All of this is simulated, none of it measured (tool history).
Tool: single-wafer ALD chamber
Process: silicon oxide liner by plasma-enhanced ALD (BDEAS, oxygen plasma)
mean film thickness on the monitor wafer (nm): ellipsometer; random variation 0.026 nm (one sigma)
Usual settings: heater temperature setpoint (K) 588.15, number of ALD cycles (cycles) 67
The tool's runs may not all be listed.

run,hour,heater temperature setpoint (K),number of ALD cycles (cycles),wafers since the last listed run,hours since the last thermocouple change,hours since the gauge calibration,"read-back reference wafer on the same gauge, thickness_nm",mean film thickness on the monitor wafer (nm)
1,0.0,588.15,67,0,157.0,268.4,5.310,5.636
2,19.2,581.15,67,139,176.2,287.6,5.298,5.705
3,38.0,581.15,67,136,195.0,306.4,5.307,5.678
4,70.7,596.15,67,237,227.7,339.1,5.299,5.576
5,95.5,596.15,67,180,252.5,363.9,5.290,5.536
6,109.8,596.15,67,103,266.8,378.2,5.289,5.557
7,144.7,588.15,77,253,301.7,413.1,5.292,6.419
8,157.9,588.15,77,95,314.9,426.3,5.288,6.480
9,183.6,588.15,57,186,340.6,452.0,5.269,4.783
10,203.4,588.15,57,143,360.4,471.8,5.285,4.826
11,225.0,588.15,67,157,382.0,493.4,5.286,5.565
12,252.7,588.15,67,201,409.7,521.1,5.279,5.614
13,287.2,588.15,67,250,444.2,555.6,5.273,5.596
14,314.9,588.15,67,201,471.9,583.3,5.260,5.613
15,340.7,588.15,67,187,497.7,609.1,5.273,5.610
# hour 347.3: gauge calibrated
16,366.0,588.15,67,183,523.0,18.7,5.385,5.720
17,379.7,588.15,59,99,536.7,32.4,5.369,5.063
18,401.3,588.15,59,157,558.3,54.0,5.351,5.038
19,429.8,588.15,59,207,586.8,82.5,5.339,5.012
20,452.7,588.15,61,166,609.7,105.4,5.335,5.196
21,481.0,588.15,61,205,638.0,133.7,5.326,5.165
22,496.8,588.15,72,114,653.8,149.5,5.317,6.127
23,521.3,588.15,67,178,678.3,174.0,5.313,5.660
24,550.0,588.15,67,208,707.0,202.7,5.294,5.650
25,571.1,599.15,56,153,728.1,223.8,5.287,4.630
26,589.1,601.15,70,130,746.1,241.8,5.293,5.752
27,611.2,588.15,67,160,768.2,263.9,5.280,5.640
28,634.3,588.15,58,167,791.3,287.0,5.270,4.903
29,665.3,582.15,77,225,822.3,318.0,5.274,6.482
30,686.5,577.15,75,154,843.5,339.2,5.280,6.377
31,720.2,598.15,57,245,877.2,372.9,5.266,4.694
# hour 729.3: thermocouple changed; heater temperature recalibrated
32,738.0,582.15,73,71,8.7,390.7,5.264,6.186
33,756.9,588.15,63,137,27.6,409.6,5.253,5.300
34,778.3,599.15,73,155,49.0,431.0,5.251,5.953
35,811.4,588.15,67,240,82.1,464.1,5.260,5.570
36,825.1,588.15,67,99,95.8,477.8,5.258,5.627
37,837.4,588.15,78,89,108.1,490.1,5.246,6.499
38,859.8,577.15,57,162,130.5,512.5,5.248,4.828
39,881.8,580.15,62,159,152.5,534.5,5.246,5.207
40,910.5,588.15,67,208,181.2,563.2,5.242,5.632
41,944.5,588.15,67,247,215.2,597.2,5.236,5.578
42,967.3,588.15,67,165,238.0,620.0,5.238,5.573
43,983.2,577.15,75,115,253.9,635.9,5.240,6.322

Forecast each of these 4 alternatives for the next run:
A,983.7,588.15,55,3,254.4,636.4,?,?
B,983.7,588.15,71,3,254.4,636.4,?,?
C,983.7,573.15,57,3,254.4,636.4,?,?
D,983.7,597.15,76,3,254.4,636.4,?,?

run,"read-back reference wafer on the same gauge, thickness_nm",mean film thickness on the monitor wafer (nm)
A,5.251,4.566
B,5.251,5.894
C,5.251,4.837
D,5.251,6.227
Without the tool's hidden state the same runs would have given:
run,mean film thickness on the monitor wafer (nm)
A,4.712
B,6.083
C,4.992
D,6.426

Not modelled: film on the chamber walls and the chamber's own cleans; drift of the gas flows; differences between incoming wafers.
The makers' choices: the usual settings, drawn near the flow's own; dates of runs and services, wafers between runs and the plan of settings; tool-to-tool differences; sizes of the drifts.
